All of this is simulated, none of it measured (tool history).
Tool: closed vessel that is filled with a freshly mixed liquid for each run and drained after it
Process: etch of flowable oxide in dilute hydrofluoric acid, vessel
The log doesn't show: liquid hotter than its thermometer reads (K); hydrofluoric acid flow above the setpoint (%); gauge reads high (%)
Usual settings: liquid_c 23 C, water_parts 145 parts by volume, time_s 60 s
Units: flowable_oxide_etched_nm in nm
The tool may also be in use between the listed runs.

run,hour,liquid_c,water_parts,time_s,wafers since the last listed run,hours since the thermometer was replaced,hours since the hydrofluoric acid flow meter was replaced,hours since the gauge calibration,"read-back film thickness of the flowable oxide reference wafer, read on the same gauge (nm)",flowable_oxide_etched_nm
1,0,23,145,60,0,730.3,578.1,454.8,39.98,14.21
# hour 6.6: thermometer replaced
2,37,23,145,60,4845,30.4,615.1,491.8,40.01,14.23
3,102.4,23,145,60,8802,95.8,680.5,557.2,40.02,14.26
4,141.4,21.5,145,60,5249,134.8,719.5,596.2,39.97,13.51
5,174.2,23,145,60,4414,167.6,752.3,629,40,14.28
6,207.6,23,145,60,4495,201,785.7,662.4,39.98,14.26
7,259.8,23,105,60,7025,253.2,837.9,714.6,40.02,20.72
8,322,23,105,60,8371,315.4,900.1,776.8,39.99,20.74
9,391.7,23,175,60,9381,385.1,969.8,846.5,40,11.72
10,428.9,23,175,60,5006,422.3,1007,883.7,40.01,11.69
11,482.1,23,175,60,7160,475.5,1060.2,936.9,39.99,11.64
12,506.3,23,145,60,3257,499.7,1084.4,961.1,40,14.48
13,576.8,23,145,60,9488,570.2,1154.9,1031.6,40,14.57
14,602.6,23,145,60,3472,596,1180.7,1057.4,40,14.48
15,642.7,23,205,60,5397,636.1,1220.8,1097.5,40,9.73
16,694.6,23,145,60,6985,688,1272.7,1149.4,39.99,14.52
# hour 722.2: thermometer replaced
17,732.1,25,145,45,4912,9.9,1310.2,1186.9,40.02,11.86
18,802.3,25.5,145,90,9448,80.1,1380.4,1257.1,40,24.3
19,829.9,25.5,170,60,3714,107.7,1408,1284.7,39.98,13.42
# hour 893.8: hydrofluoric acid flow meter replaced
20,895.5,23,190,40,8694,173.3,1.7,1350.3,40.01,6.75

Forecast run 21:
# hour 943.3: gauge calibrated
21,961.8,23,190,45,8923,239.6,68,18.5,?,?

Run 21 gave read-back film thickness of the flowable oxide reference wafer, read on the same gauge (nm) 39.99, flowable_oxide_etched_nm 7.57 nm.
Without the tool's hidden state the same run would have given flowable_oxide_etched_nm 7.54 nm.

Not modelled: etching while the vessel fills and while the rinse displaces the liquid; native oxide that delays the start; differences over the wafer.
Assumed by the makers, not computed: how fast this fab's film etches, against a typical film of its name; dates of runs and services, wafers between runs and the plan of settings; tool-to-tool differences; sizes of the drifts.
